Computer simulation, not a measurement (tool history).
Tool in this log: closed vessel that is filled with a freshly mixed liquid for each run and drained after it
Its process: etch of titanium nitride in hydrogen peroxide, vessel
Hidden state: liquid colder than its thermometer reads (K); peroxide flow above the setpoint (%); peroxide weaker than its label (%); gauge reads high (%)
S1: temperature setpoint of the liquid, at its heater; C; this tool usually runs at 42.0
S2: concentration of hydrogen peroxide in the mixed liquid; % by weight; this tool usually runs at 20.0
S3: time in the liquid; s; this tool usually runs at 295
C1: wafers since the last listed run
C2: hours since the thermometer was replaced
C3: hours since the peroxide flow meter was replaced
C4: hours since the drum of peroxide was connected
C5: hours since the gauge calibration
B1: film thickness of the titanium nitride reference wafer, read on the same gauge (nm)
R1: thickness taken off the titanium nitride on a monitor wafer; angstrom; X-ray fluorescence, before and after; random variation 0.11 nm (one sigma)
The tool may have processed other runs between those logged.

run	hour	S1	S2	S3	C1	C2	C3	C4	C5	B1	R1
1	0.0	42.0	20.0	295	0	1066.7	301.4	1117.7	186.5	79.99	108.7
2	15.4	42.0	20.0	295	1033	1082.1	316.8	1133.1	201.9	80.03	108.6
3	44.1	42.0	20.0	295	1926	1110.8	345.5	1161.8	230.6	79.99	107.4
4	76.6	42.0	20.0	295	2181	1143.3	378.0	1194.3	263.1	80.00	107.0
5	90.2	39.5	20.0	295	912	1156.9	391.6	1207.9	276.7	80.00	89.5
6	111.4	39.5	20.0	295	1422	1178.1	412.8	1229.1	297.9	79.99	89.6
7	129.9	39.5	20.0	295	1241	1196.6	431.3	1247.6	316.4	80.01	90.1
8	154.2	42.0	20.0	295	1630	1220.9	455.6	1271.9	340.7	80.02	109.4
9	169.4	42.0	20.0	295	1020	1236.1	470.8	1287.1	355.9	80.01	107.5
10	183.0	42.0	20.0	295	912	1249.7	484.4	1300.7	369.5	80.01	109.1
11	204.3	42.0	20.0	295	1429	1271.0	505.7	1322.0	390.8	79.99	109.3
12	237.5	42.0	20.0	295	2228	1304.2	538.9	1355.2	424.0	79.98	105.9
13	316.2	42.0	20.0	295	5282	1382.9	617.6	1433.9	502.7	80.01	106.9
# hour 328.0: new drum of peroxide connected
14	336.8	38.0	22.0	295	1315	1403.5	638.2	8.8	523.3	80.01	79.6
15	359.2	51.5	24.5	180	1503	1425.9	660.6	31.2	545.7	80.01	139.4
16	381.7	42.0	20.0	470	1510	1448.4	683.1	53.7	568.2	80.00	169.4
# hour 394.1: thermometer replaced
17	411.9	42.0	20.0	295	1959	17.8	713.3	83.9	598.4	79.99	122.1
18	425.8	39.0	22.5	460	932	31.7	727.2	97.8	612.3	79.99	153.6
# hour 436.4: gauge calibrated
# hour 449.6: peroxide flow meter replaced
19	459.7	45.5	20.0	250	2208	65.6	10.1	131.7	23.3	79.99	136.7
20	489.1	36.0	25.0	295	1973	95.0	39.5	161.1	52.7	79.97	80.4
21	515.3	42.0	20.0	295	1758	121.2	65.7	187.3	78.9	80.01	122.1
22	544.9	42.0	20.0	295	1986	150.8	95.3	216.9	108.5	80.01	120.5
23	586.5	34.5	25.0	295	2792	192.4	136.9	258.5	150.1	80.02	70.4
24	607.3	42.0	25.5	295	1396	213.2	157.7	279.3	170.9	79.99	126.3
25	629.0	42.0	20.0	295	1456	234.9	179.4	301.0	192.6	79.97	120.3
26	659.1	36.5	23.5	150	2020	265.0	209.5	331.1	222.7	80.01	41.2
27	688.1	42.0	20.0	295	1946	294.0	238.5	360.1	251.7	79.99	117.1
28	700.5	42.0	14.0	295	832	306.4	250.9	372.5	264.1	80.00	110.3
29	735.5	45.5	20.0	250	2349	341.4	285.9	407.5	299.1	79.99	132.5

4 options for the next run, each taken on its own from the tool as it stands now. Forecast them:
A	736.2	42.0	20.0	295	46	342.1	286.6	408.2	299.8	?	?
B	736.2	33.0	22.0	445	46	342.1	286.6	408.2	299.8	?	?
C	736.2	46.0	22.0	185	46	342.1	286.6	408.2	299.8	?	?
D	736.2	47.5	16.0	470	46	342.1	286.6	408.2	299.8	?	?

run	B1	R1
A	80.01	120.7
B	80.01	91.8
C	80.01	104.4
D	80.01	276.9
Stripped of hidden state, with their random variation kept, the same runs would have yielded:
run	R1
A	125.4
B	95.5
C	108.3
D	287.2
